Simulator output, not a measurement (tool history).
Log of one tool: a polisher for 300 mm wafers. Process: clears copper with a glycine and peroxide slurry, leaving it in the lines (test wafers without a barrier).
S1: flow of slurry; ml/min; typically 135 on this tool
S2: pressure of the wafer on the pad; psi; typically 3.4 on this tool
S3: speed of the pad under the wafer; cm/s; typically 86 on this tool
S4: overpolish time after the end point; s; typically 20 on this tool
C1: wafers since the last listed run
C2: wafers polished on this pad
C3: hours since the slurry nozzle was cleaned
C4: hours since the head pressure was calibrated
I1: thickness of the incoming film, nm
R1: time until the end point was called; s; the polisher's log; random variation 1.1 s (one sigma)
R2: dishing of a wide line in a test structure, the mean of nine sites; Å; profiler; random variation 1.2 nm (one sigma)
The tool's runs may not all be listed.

run	hour	S1	S2	S3	S4	C1	C2	C3	C4	I1	R1	R2
1	0.0	135	3.4	86	20	0	6	417.4	975.1	451.7	97.2	494
2	18.9	135	3.4	86	20	179	186	436.3	994.0	454.4	96.8	478
3	31.9	135	3.4	86	20	123	310	449.3	1007.0	457.7	99.1	509
4	58.0	135	3.4	86	20	248	559	475.4	1033.1	462.0	100.1	485
5	85.6	135	3.4	86	20	262	821	503.0	1060.7	452.5	99.8	481
6	118.9	135	3.4	86	20	317	1138	536.3	1094.0	466.8	104.5	479
# hour 133.7: worn pad replaced by a new one
7	140.1	135	3.4	86	20	163	61	557.5	1115.2	453.4	98.0	485
8	173.1	150	3.4	86	20	314	375	590.5	1148.2	458.4	96.4	508
# hour 195.5: slurry nozzle cleaned
9	197.3	135	3.4	86	20	220	596	1.8	1172.4	457.5	100.5	489
10	211.0	135	2.2	68	20	130	726	15.5	1186.1	455.5	148.8	348
# hour 214.9: head pressure recalibrated
11	239.4	145	3.1	66	14	251	978	43.9	24.5	461.2	130.9	310
# hour 254.4: worn pad replaced by a new one
12	261.1	135	4.5	72	20	168	63	65.6	46.2	464.6	94.9	502
13	285.0	135	3.4	86	20	227	291	89.5	70.1	458.8	100.3	485
14	308.9	135	3.4	86	20	227	518	113.4	94.0	463.7	102.3	493
15	343.3	135	3.4	86	20	327	846	147.8	128.4	454.4	100.1	496
16	364.0	155	2.8	68	12	197	1043	168.5	149.1	462.1	130.9	262
# hour 379.6: worn pad replaced by a new one
17	384.9	160	3.4	86	31	160	50	189.4	170.0	453.1	91.3	672
18	419.4	100	3.4	112	20	328	379	223.9	204.5	460.1	87.9	543

What if the next run were any one of these 4? Each begins from the tool's condition after run 18:
A	419.9	135	3.4	108	20	4	383	224.4	205.0	460.4	?	?
B	419.9	135	3.4	86	25	4	383	224.4	205.0	460.4	?	?
C	419.9	125	4.0	86	20	4	383	224.4	205.0	460.4	?	?
D	419.9	155	2.7	86	17	4	383	224.4	205.0	460.4	?	?

run	R1	R2
A	81.6	541
B	96.6	565
C	89.0	517
D	107.1	395
Had the tool no hidden state, the same runs would have come out as:
run	R1	R2
A	81.1	543
B	96.0	567
C	88.4	519
D	106.4	397

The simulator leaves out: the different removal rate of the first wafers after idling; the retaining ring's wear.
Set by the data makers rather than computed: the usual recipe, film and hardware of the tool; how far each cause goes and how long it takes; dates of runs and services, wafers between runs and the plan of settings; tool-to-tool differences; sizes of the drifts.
